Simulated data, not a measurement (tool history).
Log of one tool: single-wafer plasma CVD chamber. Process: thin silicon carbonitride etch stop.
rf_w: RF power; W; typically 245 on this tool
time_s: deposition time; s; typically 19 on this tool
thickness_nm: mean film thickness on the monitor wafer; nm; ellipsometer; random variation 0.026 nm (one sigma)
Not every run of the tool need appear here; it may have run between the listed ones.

run     day  rf_w  time_s  read-back reference wafer on the same gauge, thickness_nm  thickness_nm
  1       0   245      19                                                     12.196        10.609
  2   1.733   245      19                                                     12.194        10.593
  3   4.442   245      19                                                     12.199        10.584
  4   6.642   245    17.5                                                     12.202         9.748
  5   9.346   225    16.1                                                     12.202         8.716
  6  10.842   225    16.1                                                     12.201         8.689
  7  13.396   245      19                                                       12.2        10.532
  8  16.208   245      19                                                     12.201        10.573
     17.504  -- thermocouple changed; heater temperature recalibrated
  9  17.738   245      19                                                     12.199        10.479
 10  20.338   220      19                                                     12.203        10.114
 11  22.417   245      19                                                     12.202        10.464
     22.788  -- RF generator calibrated
 12  23.975   215      19                                                     12.196         9.878
 13  26.879   285    22.1                                                       12.2        12.625
       28.4  -- RF generator calibrated, repeated, since the last time left the tool worse
 14  28.821   285    22.5                                                       12.2        13.288
 15   30.95   215    16.7                                                     12.199         8.973
 16  33.258   245    22.4                                                     12.199        12.634
     34.912  -- showerhead replaced
     34.962  -- gauge calibrated
 17  35.054   200    20.6                                                     12.202          10.9
 18  36.462   280    16.3                                                     12.197         9.558
 19  38.317   220    17.5                                                     12.204         9.572
 20  40.617   245      19                                                     12.203        10.718
 21   42.85   265    21.3                                                     12.201        12.312
 22  44.296   225    16.1                                                     12.201         8.789
 23  45.596   225    16.1                                                     12.196         8.827

Consider 4 possible next runs. They are alternatives, not a sequence: every one starts from the tool as it was left by run 23. What does each give?
  A  45.612   245      19                                                          ?             ?
  B  45.612   245    16.1                                                          ?             ?
  C  45.612   220    16.6                                                          ?             ?
  D  45.612   270      19                                                          ?             ?

run  read-back reference wafer on the same gauge, thickness_nm  thickness_nm
  A                                                     12.205        10.699
  B                                                     12.205         9.066
  C                                                     12.205         9.021
  D                                                     12.205        11.045
Stripped of hidden state, with their random variation kept, the same runs would have yielded:
run  thickness_nm
  A        10.729
  B         9.092
  C         9.046
  D        11.076

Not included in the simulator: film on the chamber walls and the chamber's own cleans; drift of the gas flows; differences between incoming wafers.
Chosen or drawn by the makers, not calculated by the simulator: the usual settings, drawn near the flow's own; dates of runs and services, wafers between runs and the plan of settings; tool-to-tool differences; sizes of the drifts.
